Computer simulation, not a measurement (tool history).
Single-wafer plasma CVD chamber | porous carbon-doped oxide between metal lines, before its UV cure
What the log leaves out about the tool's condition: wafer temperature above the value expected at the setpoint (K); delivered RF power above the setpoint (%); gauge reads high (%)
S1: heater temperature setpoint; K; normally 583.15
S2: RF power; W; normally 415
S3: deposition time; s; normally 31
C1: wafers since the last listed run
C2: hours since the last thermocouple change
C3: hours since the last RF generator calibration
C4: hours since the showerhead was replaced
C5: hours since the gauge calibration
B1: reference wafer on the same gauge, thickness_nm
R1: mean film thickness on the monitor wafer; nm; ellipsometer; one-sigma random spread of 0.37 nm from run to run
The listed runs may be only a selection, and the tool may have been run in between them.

run,day,S1,S2,S3,C1,C2,C3,C4,C5,B1,R1
1,0,583.15,415,33.6,0,1146.1,2238.8,7353.4,413.9,151.004,158.505
2,0.958,588.15,415,31,515,1169.1,2261.8,7376.4,436.9,151.071,141.736
3,1.779,588.15,415,31,441,1188.8,2281.5,7396.1,456.6,150.99,141.542
# day 2.488: showerhead replaced
4,2.971,588.15,415,31,461,1217.4,2310.1,11.6,485.2,151.106,141.498
5,5.867,583.15,415,31,1557,1286.9,2379.6,81.1,554.7,151.037,145.877
6,6.529,583.15,415,31,356,1302.8,2395.5,97,570.6,150.97,145.458
# day 8.1: RF generator calibrated
7,9.442,583.15,415,31,1387,1372.7,32.2,166.9,640.5,151.018,149.256
# day 10.358: gauge calibrated
8,10.654,583.15,415,31,652,1401.8,61.3,196,7.1,150.968,149.065
9,11.758,583.15,470,31,593,1428.3,87.8,222.5,33.6,150.894,162.387
10,13.062,583.15,470,31,701,1459.6,119.1,253.8,64.9,150.903,161.749
11,14.054,595.15,415,36.5,533,1483.4,142.9,277.6,88.7,151.105,162.725
12,18.417,583.15,415,31,2346,1588.1,247.6,382.3,193.4,150.937,148.517
13,19.533,583.15,415,31,600,1614.9,274.4,409.1,220.2,151.128,148.987
14,20.146,575.15,415,31,329,1629.6,289.1,423.8,234.9,150.994,156.877
15,20.858,598.15,390,35.7,383,1646.7,306.2,440.9,252,150.922,149.39
16,21.8,583.15,360,31,506,1669.3,328.8,463.5,274.6,151.076,134.641
# day 23.062: thermocouple changed; heater temperature recalibrated
17,23.083,583.15,415,33.1,510,0.5,359.6,494.3,305.4,151.108,158.795
18,23.967,583.15,415,25.7,475,21.7,380.8,515.5,326.6,150.914,124.389
19,24.838,583.15,415,31,468,42.6,401.7,536.4,347.5,150.888,148.497
20,25.683,583.15,415,31,454,62.9,422,556.7,367.8,150.992,148.859
21,26.296,583.15,415,31,329,77.6,436.7,571.4,382.5,151.024,148.608
22,27.175,573.15,485,36.6,472,98.7,457.8,592.5,403.6,151.098,207.182
23,28.112,572.15,475,35,504,121.2,480.3,615,426.1,151.051,197.535
24,28.812,596.15,385,28.8,376,138,497.1,631.8,442.9,151.128,121.238
25,29.933,595.15,415,34.3,602,164.9,524,658.7,469.8,151.048,152.469
26,30.725,583.15,415,26.5,425,183.9,543,677.7,488.8,150.929,127.484
27,32.142,583.15,415,27.6,761,217.9,577,711.7,522.8,151.088,132.656
28,33.304,583.15,385,31,625,245.8,604.9,739.6,550.7,150.868,140.791
29,34.308,570.15,415,31,540,269.9,629,763.7,574.8,150.948,161.411
30,34.912,572.15,475,35,324,284.4,643.5,778.2,589.3,151.002,195.385
31,35.912,583.15,415,31,537,308.4,667.5,802.2,613.3,151.15,148.583
32,39.812,583.15,415,31,2097,402,761.1,895.8,706.9,150.977,147.997
33,40.396,583.15,415,24.9,313,416,775.1,909.8,720.9,151.145,119.703
34,41.017,583.15,415,26.6,333,430.9,790,924.7,735.8,150.928,127.318
35,42.325,588.15,415,31,703,462.3,821.4,956.1,767.2,151.08,143.648

Here are 3 independent what-if runs from the current tool condition. What would each one return?
A,42.342,583.15,485,31,8,462.7,821.8,956.5,767.6,?,?
B,42.342,583.15,375,31,8,462.7,821.8,956.5,767.6,?,?
C,42.342,583.15,465,25.3,8,462.7,821.8,956.5,767.6,?,?

run,B1,R1
A,151.062,164.416
B,151.062,137.481
C,151.062,131.543
Stripped of hidden state, with their random variation kept, the same runs would have yielded:
run,R1
A,165.624
B,138.683
C,132.509

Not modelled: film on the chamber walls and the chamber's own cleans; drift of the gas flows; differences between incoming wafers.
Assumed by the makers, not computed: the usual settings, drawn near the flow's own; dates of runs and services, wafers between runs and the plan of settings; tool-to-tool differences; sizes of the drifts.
